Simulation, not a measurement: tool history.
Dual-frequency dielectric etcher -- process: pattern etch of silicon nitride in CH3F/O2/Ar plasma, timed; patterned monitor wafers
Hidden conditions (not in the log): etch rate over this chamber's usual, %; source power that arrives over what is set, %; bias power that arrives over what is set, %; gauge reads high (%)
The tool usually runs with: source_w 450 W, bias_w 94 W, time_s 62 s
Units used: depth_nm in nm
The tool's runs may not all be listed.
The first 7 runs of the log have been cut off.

| run | hour | source_w | bias_w | time_s | wafers since the last listed run | hours since the last wet clean | hours since the last source power generator calibration | hours since the last bias power generator calibration | hours since the last upper electrode change | hours since the gauge calibration | read-back reference wafer on the same gauge, depth_nm | depth_nm |
|---|---|---|---|---|---|---|---|---|---|---|---|---|
|  | 335.3 | upper electrode replaced |
| 8 | 335.8 | 550 | 114 | 62 | 574 | 269.1 | 3518.5 | 4603.9 | 0.5 | 2185.5 | 47.84 | 50.78 |
| 9 | 382.9 | 450 | 100 | 62 | 599 | 316.2 | 3565.6 | 4651 | 47.6 | 2232.6 | 47.83 | 46.21 |
| 10 | 409 | 450 | 94 | 62 | 332 | 342.3 | 3591.7 | 4677.1 | 73.7 | 2258.7 | 47.83 | 45.22 |
| 11 | 443.3 | 400 | 116 | 62 | 436 | 376.6 | 3626 | 4711.4 | 108 | 2293 | 47.84 | 46.42 |
| 12 | 485 | 350 | 85 | 74.5 | 531 | 418.3 | 3667.7 | 4753.1 | 149.7 | 2334.7 | 47.83 | 49.59 |
|  | 510.1 | source power generator calibrated |
|  | 513.2 | gauge calibrated |
| 13 | 527.8 | 450 | 94 | 62 | 494 | 461.1 | 17.7 | 4795.9 | 192.5 | 14.6 | 48.28 | 45.89 |
| 14 | 589.5 | 450 | 94 | 62 | 785 | 522.8 | 79.4 | 4857.6 | 254.2 | 76.3 | 48.32 | 45.95 |
|  | 656.6 | wet clean of the chamber |
| 15 | 657.1 | 450 | 94 | 62 | 555 | 0.5 | 147 | 4925.2 | 321.8 | 143.9 | 48.32 | 45.84 |
| 16 | 660.6 | 450 | 94 | 51 | 44 | 4 | 150.5 | 4928.7 | 325.3 | 147.4 | 48.29 | 37.61 |
| 17 | 710.1 | 380 | 94 | 62 | 630 | 53.5 | 200 | 4978.2 | 374.8 | 196.9 | 48.29 | 43.75 |
| 18 | 777.3 | 450 | 75 | 68.5 | 855 | 120.7 | 267.2 | 5045.4 | 442 | 264.1 | 48.28 | 47.79 |
| 19 | 805 | 450 | 86 | 72 | 352 | 148.4 | 294.9 | 5073.1 | 469.7 | 291.8 | 48.24 | 51.82 |
| 20 | 856.7 | 450 | 94 | 62 | 658 | 200.1 | 346.6 | 5124.8 | 521.4 | 343.5 | 48.27 | 45.72 |
| 21 | 907.1 | 450 | 87 | 72 | 641 | 250.5 | 397 | 5175.2 | 571.8 | 393.9 | 48.26 | 51.97 |
| 22 | 966.5 | 450 | 94 | 62 | 756 | 309.9 | 456.4 | 5234.6 | 631.2 | 453.3 | 48.25 | 45.74 |
| 23 | 1011.3 | 360 | 108 | 62 | 570 | 354.7 | 501.2 | 5279.4 | 676 | 498.1 | 48.28 | 44.73 |
|  | 1028.6 | bias power generator calibrated |
| 24 | 1067.9 | 450 | 94 | 62 | 669 | 411.3 | 557.8 | 39.3 | 732.6 | 554.7 | 48.2 | 45.67 |
| 25 | 1127.6 | 450 | 75 | 62 | 760 | 471 | 617.5 | 99 | 792.3 | 614.4 | 48.19 | 43.08 |
| 26 | 1157.8 | 450 | 94 | 54 | 384 | 501.2 | 647.7 | 129.2 | 822.5 | 644.6 | 48.2 | 39.84 |
| 27 | 1205.8 | 450 | 94 | 62 | 611 | 549.2 | 695.7 | 177.2 | 870.5 | 692.6 | 48.18 | 45.61 |
|  | 1361.5 | wet clean of the chamber |
| 28 | 1371.3 | 480 | 75 | 55.5 | 1802 | 9.8 | 861.2 | 342.7 | 1036 | 858.1 | 48.1 | 39.45 |
| 29 | 1409 | 450 | 100 | 62 | 480 | 47.5 | 898.9 | 380.4 | 1073.7 | 895.8 | 48.18 | 46.46 |
| 30 | 1456.8 | 450 | 94 | 47 | 608 | 95.3 | 946.7 | 428.2 | 1121.5 | 943.6 | 48.15 | 34.58 |
| 31 | 1486.7 | 400 | 101 | 47 | 380 | 125.2 | 976.6 | 458.1 | 1151.4 | 973.5 | 48.1 | 34.07 |

3 options for the next run, each taken on its own from the tool as it stands now. Forecast them:
| A | 1487.1 | 450 | 94 | 62 | 5 | 125.6 | 977 | 458.5 | 1151.8 | 973.9 | ? | ? |
| B | 1487.1 | 450 | 104 | 49 | 5 | 125.6 | 977 | 458.5 | 1151.8 | 973.9 | ? | ? |
| C | 1487.1 | 540 | 109 | 62 | 5 | 125.6 | 977 | 458.5 | 1151.8 | 973.9 | ? | ? |

| run | read-back reference wafer on the same gauge, depth_nm | depth_nm |
|---|---|---|
| A | 48.08 | 45.58 |
| B | 48.08 | 37.04 |
| C | 48.08 | 50.07 |
With no hidden state in the tool, these same runs would have given:
| run | depth_nm |
|---|---|
| A | 45.77 |
| B | 37.19 |
| C | 50.27 |

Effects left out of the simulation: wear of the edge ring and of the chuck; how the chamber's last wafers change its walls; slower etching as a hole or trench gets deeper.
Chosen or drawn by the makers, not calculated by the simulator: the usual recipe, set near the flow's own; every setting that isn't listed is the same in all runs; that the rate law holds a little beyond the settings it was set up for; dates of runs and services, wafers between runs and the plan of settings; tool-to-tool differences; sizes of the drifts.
